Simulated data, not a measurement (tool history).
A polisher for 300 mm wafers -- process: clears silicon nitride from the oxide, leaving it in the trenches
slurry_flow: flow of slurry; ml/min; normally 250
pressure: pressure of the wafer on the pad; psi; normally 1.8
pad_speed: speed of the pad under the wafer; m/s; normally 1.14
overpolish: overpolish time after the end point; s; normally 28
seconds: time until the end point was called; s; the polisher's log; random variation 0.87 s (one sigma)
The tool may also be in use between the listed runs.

run     day  slurry_flow  pressure  pad_speed  overpolish  wafers since the last listed run  wafers polished on this pad  hours since the slurry nozzle was cleaned  hours since the head pressure was calibrated  incoming thickness of the incoming film, nm  seconds
  1       0          250       1.8       1.14          28                                 0                          784                                      218.8                                         623.1                                         75.7      101
      1.438  -- head pressure recalibrated
  2   1.892          250       1.8       1.14          28                               259                         1044                                      264.2                                          10.9                                         75.5    100.4
  3   4.404          250       1.8       1.14          28                               361                         1406                                      324.5                                          71.2                                         76.7    102.5
  4   7.071          250       1.8       1.14          28                               383                         1789                                      388.5                                         135.2                                         74.2     99.3
       8.65  -- worn pad replaced by a new one
  5   8.979          250       1.8       1.14          28                               250                           47                                      434.3                                           181                                         73.9     98.2
  6  11.467          290       1.8       1.14          28                               357                          404                                        494                                         240.7                                         75.3    100.5
  7  13.929          290       1.8       1.14          28                               353                          758                                      553.1                                         299.8                                         74.6     97.7
  8  16.075          250       1.8       1.14          39                               308                         1067                                      604.6                                         351.3                                         73.7      101
  9  19.058          250       1.8       1.14          39                               428                         1496                                      676.2                                         422.9                                         75.4    102.6
 10  20.121          250       1.8       1.14          39                               152                         1649                                      701.7                                         448.4                                         75.2    104.1
      21.05  -- slurry nozzle cleaned
 11  21.238          250       1.8       1.14          28                               154                         1803                                        4.5                                         475.2                                         75.2    111.6
     22.988  -- worn pad replaced by a new one
 12  23.458          250       1.8       1.14          28                               295                           67                                       57.8                                         528.5                                         74.5    108.7
 13  24.838          250       1.8       1.44          33                               198                          266                                       90.9                                         561.6                                         74.7     89.1
 14  26.646          250       1.8       1.44          33                               259                          526                                      134.3                                           605                                         74.6     88.4
 15   29.45          250       1.8       1.44          33                               403                          929                                      201.6                                         672.3                                           76     90.4
 16  32.212          250       1.8       1.14          28                               397                         1326                                      267.9                                         738.6                                         75.1    111.5
     33.779  -- head pressure recalibrated
 17  34.829          250       1.8       1.14          28                               364                         1690                                      330.7                                          25.2                                         74.8    112.7
     36.383  -- slurry nozzle cleaned, repeated, since the last time left the tool worse
 18  37.671          250       1.8       1.14          28                               402                         2092                                       30.9                                          93.4                                         75.4     99.1
     38.058  -- worn pad replaced by a new one
 19  38.821          330       2.2       1.14          28                               141                          109                                       58.5                                           121                                         74.3     83.4
 20  39.875          250       1.3       1.14          28                               151                          261                                       83.8                                         146.3                                         73.9    118.3
 21  42.775          250       2.1       1.14          13                               416                          677                                      153.4                                         215.9                                         74.7     89.9
 22  44.246          250       1.8       1.14          28                               211                          889                                      188.7                                         251.2                                         74.3      100
 23  45.538          250       1.8       1.14          28                               185                         1075                                      219.7                                         282.2                                         74.7       97
 24  48.467          280       1.8       1.14          28                               421                         1496                                        290                                         352.5                                         75.7     98.5
 25  50.358          280       2.1       1.38          43                               271                         1768                                      335.4                                         397.9                                         74.3     74.2
 26  51.583          250       1.6       1.04          44                               176                         1944                                      364.8                                         427.3                                         75.4    116.7
     52.129  -- worn pad replaced by a new one
 27  53.158          205       2.4       0.78          15                               202                          148                                      402.6                                         465.1                                         74.5    120.9
 28  55.821          290       1.8       1.14          20                               382                          530                                      466.5                                           529                                         74.9     97.7
 29   57.15          280       2.1       1.38          43                               191                          721                                      498.4                                         560.9                                         74.3     75.9
 30  59.217          320       1.6       0.76          39                               297                         1019                                        548                                         610.5                                         75.1    148.9
 31  61.021          250       1.8       1.02          28                               259                         1278                                      591.3                                         653.8                                         74.3    110.4
 32  63.154          250       1.6       1.14          23                               306                         1585                                      642.5                                           705                                         74.8      109
     63.238  -- slurry nozzle cleaned
     64.121  -- head pressure recalibrated
 33  64.312          250       2.3       1.14          13                               148                         1733                                       25.8                                           4.6                                         73.7     84.2
 34  65.462          250       1.8       1.14          28                               165                         1898                                       53.4                                          32.2                                         75.4     99.8
     66.467  -- worn pad replaced by a new one
 35  66.779          250       1.6       1.32          28                               165                           44                                         85                                          63.8                                         74.4     91.3
 36    68.8          250       1.8       1.14          33                               290                          335                                      133.5                                         112.3                                         74.9     98.9

Predict each of these 5 candidate next runs independently; none follows another, all start after run 36:
  A  68.821          170       1.8       1.14          28                                 2                          338                                        134                                         112.8                                         76.1        ?
  B  68.821          200       1.4       1.14          28                                 2                          338                                        134                                         112.8                                         76.1        ?
  C  68.821          250       1.8        1.5          42                                 2                          338                                        134                                         112.8                                         76.1        ?
  D  68.821          250       2.2       1.14          28                                 2                          338                                        134                                         112.8                                         76.1        ?
  E  68.821          180       1.8       1.14          45                                 2                          338                                        134                                         112.8                                         76.1        ?

run  seconds
  A    106.2
  B    119.3
  C       78
  D     88.5
  E    105.1
What these runs would have given with no unlogged condition in the tool:
run  seconds
  A      106
  B    119.1
  C       78
  D     88.4
  E      105
